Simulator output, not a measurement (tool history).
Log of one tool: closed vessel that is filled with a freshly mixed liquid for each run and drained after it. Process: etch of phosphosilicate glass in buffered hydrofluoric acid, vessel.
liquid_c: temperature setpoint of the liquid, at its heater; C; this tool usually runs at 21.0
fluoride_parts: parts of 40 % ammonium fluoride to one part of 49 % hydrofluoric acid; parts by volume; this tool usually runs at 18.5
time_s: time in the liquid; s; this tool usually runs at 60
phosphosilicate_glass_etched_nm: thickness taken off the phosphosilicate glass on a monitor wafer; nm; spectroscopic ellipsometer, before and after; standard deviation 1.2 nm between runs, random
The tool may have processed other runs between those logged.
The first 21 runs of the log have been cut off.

| run | day | liquid_c | fluoride_parts | time_s | wafers since the last listed run | hours since the thermometer was replaced | hours since the hydrofluoric acid flow meter was replaced | hours since the gauge calibration | read-back film thickness of the phosphosilicate glass reference wafer, read on the same gauge (nm) | phosphosilicate_glass_etched_nm |
|---|---|---|---|---|---|---|---|---|---|---|
| 22 | 21.696 | 24.0 | 23.0 | 30 | 3956 | 49.1 | 182.2 | 188.8 | 130.00 | 63.56 |
| 23 | 22.642 | 23.0 | 18.5 | 60 | 2529 | 71.8 | 204.9 | 211.5 | 129.99 | 143.18 |
| 24 | 23.588 | 21.0 | 13.5 | 60 | 2529 | 94.5 | 227.6 | 234.2 | 130.02 | 171.71 |
| 25 | 26.838 | 23.0 | 18.5 | 75 | 8692 | 172.5 | 305.6 | 312.2 | 130.03 | 174.39 |
| 26 | 28.171 | 25.5 | 15.5 | 85 | 3566 | 204.5 | 337.6 | 344.2 | 130.00 | 269.06 |
| 27 | 29.658 | 18.5 | 18.5 | 80 | 3978 | 240.2 | 373.3 | 379.9 | 129.98 | 141.99 |
| 28 | 31.046 | 25.5 | 23.5 | 60 | 3711 | 273.5 | 406.6 | 413.2 | 130.01 | 130.35 |
| 29 | 31.846 | 21.0 | 21.0 | 60 | 2139 | 292.7 | 425.8 | 432.4 | 130.00 | 110.62 |
| 30 | 32.854 | 18.0 | 11.0 | 40 | 2697 | 316.9 | 450.0 | 456.6 | 129.97 | 114.76 |
| 31 | 34.112 | 21.0 | 16.5 | 40 | 3365 | 347.1 | 480.2 | 486.8 | 130.00 | 91.79 |
| 32 | 35.121 | 21.0 | 18.5 | 60 | 2697 | 371.3 | 504.4 | 511.0 | 130.02 | 121.47 |

Here are 4 independent what-if runs from the current tool condition. What would each one return?
| A | 35.150 | 21.0 | 18.5 | 95 | 78 | 372.0 | 505.1 | 511.7 | ? | ? |
| B | 35.150 | 18.5 | 15.5 | 60 | 78 | 372.0 | 505.1 | 511.7 | ? | ? |
| C | 35.150 | 25.5 | 22.0 | 60 | 78 | 372.0 | 505.1 | 511.7 | ? | ? |
| D | 35.150 | 25.5 | 21.5 | 85 | 78 | 372.0 | 505.1 | 511.7 | ? | ? |

| run | read-back film thickness of the phosphosilicate glass reference wafer, read on the same gauge (nm) | phosphosilicate_glass_etched_nm |
|---|---|---|
| A | 130.01 | 194.40 |
| B | 130.01 | 126.92 |
| C | 130.01 | 136.56 |
| D | 130.01 | 196.54 |
Without the tool's unlogged condition, the same runs would have read:
| run | phosphosilicate_glass_etched_nm |
|---|---|
| A | 204.32 |
| B | 133.50 |
| C | 143.34 |
| D | 206.30 |
